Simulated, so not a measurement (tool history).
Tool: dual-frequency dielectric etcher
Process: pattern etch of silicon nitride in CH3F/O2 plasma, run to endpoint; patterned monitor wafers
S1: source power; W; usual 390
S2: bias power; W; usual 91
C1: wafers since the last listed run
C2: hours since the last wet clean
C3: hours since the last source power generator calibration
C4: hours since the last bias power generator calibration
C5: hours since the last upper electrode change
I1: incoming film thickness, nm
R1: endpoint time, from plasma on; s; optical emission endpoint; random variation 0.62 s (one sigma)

Run 1, hour 0: usual settings but S1 350 W; C1 0; C2 358.2; C3 1221.4; C4 4112.4; C5 4244.8; I1 72.4. Result: R1 85 s.
Run 2, hour 84.2: usual settings but S1 350 W; C1 714; C2 442.4; C3 1305.6; C4 4196.6; C5 4329; I1 72.7. Result: R1 84.5 s.
At hour 123.2: wet clean of the chamber.
Run 3, hour 135.7: usual settings but S1 350 W; C1 233; C2 12.5; C3 1357.1; C4 4248.1; C5 4380.5; I1 73.1. Result: R1 82.4 s.
Run 4, hour 149.1: usual settings but S2 108 W; C1 113; C2 25.9; C3 1370.5; C4 4261.5; C5 4393.9; I1 73. Result: R1 75.4 s.
Run 5, hour 178.2: usual settings but S2 108 W; C1 247; C2 55; C3 1399.6; C4 4290.6; C5 4423; I1 73.1. Result: R1 75.2 s.
At hour 223.8: wet clean of the chamber, repeated, since the last time left the tool worse.
Run 6, hour 224.3: usual settings but S2 108 W; C1 187; C2 0.5; C3 1445.7; C4 4336.7; C5 4469.1; I1 72.6. Result: R1 79.8 s.
Run 7, hour 232.1: usual settings; C1 66; C2 8.3; C3 1453.5; C4 4344.5; C5 4476.9; I1 74. Result: R1 85.1 s.
Run 8, hour 263: usual settings but S2 77 W; C1 262; C2 39.2; C3 1484.4; C4 4375.4; C5 4507.8; I1 73.2. Result: R1 87.9 s.
Run 9, hour 278.8: usual settings but S1 370 W; C1 134; C2 55; C3 1500.2; C4 4391.2; C5 4523.6; I1 72.9. Result: R1 84.9 s.
Run 10, hour 294: usual settings but S1 420 W, S2 97 W; C1 129; C2 70.2; C3 1515.4; C4 4406.4; C5 4538.8; I1 74.1. Result: R1 80.6 s.
Run 11, hour 318.2: usual settings but S1 420 W, S2 97 W; C1 205; C2 94.4; C3 1539.6; C4 4430.6; C5 4563; I1 72.6. Result: R1 78.8 s.
Run 12, hour 336.4: usual settings but S1 420 W, S2 97 W; C1 154; C2 112.6; C3 1557.8; C4 4448.8; C5 4581.2; I1 73.4. Result: R1 79.5 s.
Run 13, hour 361.4: usual settings but S1 410 W; C1 212; C2 137.6; C3 1582.8; C4 4473.8; C5 4606.2; I1 72.5. Result: R1 81.4 s.
At hour 387.7: bias power generator calibrated.
Run 14, hour 390.6: usual settings; C1 213; C2 166.8; C3 1612; C4 2.9; C5 4635.4; I1 72.7. Result: R1 82.9 s.
At hour 419: upper electrode replaced.
Run 15, hour 419.5: usual settings but S2 76 W; C1 41; C2 195.7; C3 1640.9; C4 31.8; C5 0.5; I1 73.1. Result: R1 88 s.
Run 16, hour 421.6: usual settings but S1 300 W, S2 82 W; C1 17; C2 197.8; C3 1643; C4 33.9; C5 2.6; I1 72.9. Result: R1 94.4 s.
Run 17, hour 454.5: usual settings but S1 440 W, S2 113 W; C1 279; C2 230.7; C3 1675.9; C4 66.8; C5 35.5; I1 73.2. Result: R1 73.6 s.
At hour 467.5: source power generator calibrated.
Run 18, hour 467.8: usual settings but S1 420 W, S2 79 W; C1 78; C2 244; C3 0.3; C4 80.1; C5 48.8; I1 73.1. Result: R1 83.9 s.
Run 19, hour 502.3: usual settings but S1 410 W; C1 292; C2 278.5; C3 34.8; C4 114.6; C5 83.3; I1 73.2. Result: R1 81.5 s.
Run 20, hour 534.4: usual settings; C1 272; C2 310.6; C3 66.9; C4 146.7; C5 115.4; I1 73.5. Result: R1 81.2 s.
Run 21, hour 550.7: usual settings; C1 138; C2 326.9; C3 83.2; C4 163; C5 131.7; I1 72.3. Result: R1 81.8 s.
Run 22, hour 585.5: usual settings but S2 105 W; C1 295; C2 361.7; C3 118; C4 197.8; C5 166.5; I1 73. Result: R1 77 s.
Run 23, hour 611.8: usual settings but S1 460 W, S2 76 W; C1 223; C2 388; C3 144.3; C4 224.1; C5 192.8; I1 73. Result: R1 80.2 s.
Run 24, hour 642.1: usual settings; C1 257; C2 418.3; C3 174.6; C4 254.4; C5 223.1; I1 73. Result: R1 80.9 s.
Run 25, hour 657.1: usual settings but S1 490 W, S2 112 W; C1 127; C2 433.3; C3 189.6; C4 269.4; C5 238.1; I1 73.1. Result: R1 69.6 s.
At hour 683.6: wet clean of the chamber.
Run 26, hour 690.2: usual settings but S1 290 W, S2 77 W; C1 77; C2 6.6; C3 222.7; C4 302.5; C5 271.2; I1 73.7. Result: R1 101.5 s.
Run 27, hour 702.6: usual settings but S1 490 W, S2 111 W; C1 105; C2 19; C3 235.1; C4 314.9; C5 283.6; I1 73. Result: R1 72.7 s.
Run 28, hour 715.6: usual settings but S1 490 W, S2 112 W; C1 110; C2 32; C3 248.1; C4 327.9; C5 296.6; I1 73.5. Result: R1 73.3 s.
Run 29, hour 728.9: usual settings; C1 112; C2 45.3; C3 261.4; C4 341.2; C5 309.9; I1 73.1. Result: R1 84.3 s.
Run 30, hour 757.7: usual settings but S1 310 W, S2 72 W; C1 244; C2 74.1; C3 290.2; C4 370; C5 338.7; I1 73.1. Result: R1 98.1 s.

Hidden state at the last listed run before each entry between runs and at the first one after, where it differs:
Between runs 2 and 3: wet clean of the chamber (hour 123.2)
  etch rate over this chamber's usual, %: 3.6 -> 6.23
  measured less the result without the state, R1: -3.1 -> -5.2 s
Between runs 5 and 6: wet clean of the chamber, repeated, since the last time left the tool worse (hour 223.8)
  etch rate over this chamber's usual, %: 6.55 -> 0.215
  measured less the result without the state, R1: -4.9 -> -0.1 s
Between runs 13 and 14: bias power generator calibrated (hour 387.7)
  etch rate over this chamber's usual, %: 1.27 -> 1.49
  measured less the result without the state, R1: -1 -> -1.2 s
Between runs 14 and 15: upper electrode replaced (hour 419)
  etch rate over this chamber's usual, %: 1.49 -> 1.72
  measured less the result without the state, R1: -1.2 -> -1.5 s
Between runs 17 and 18: source power generator calibrated (hour 467.5)
  etch rate over this chamber's usual, %: 1.98 -> 2.09
  measured less the result without the state, R1: -1.4 -> -1.7 s
Between runs 25 and 26: wet clean of the chamber (hour 683.6)
  etch rate over this chamber's usual, %: 3.54 -> -0.0357
  measured less the result without the state, R1: -2.5 -> +0.1 s
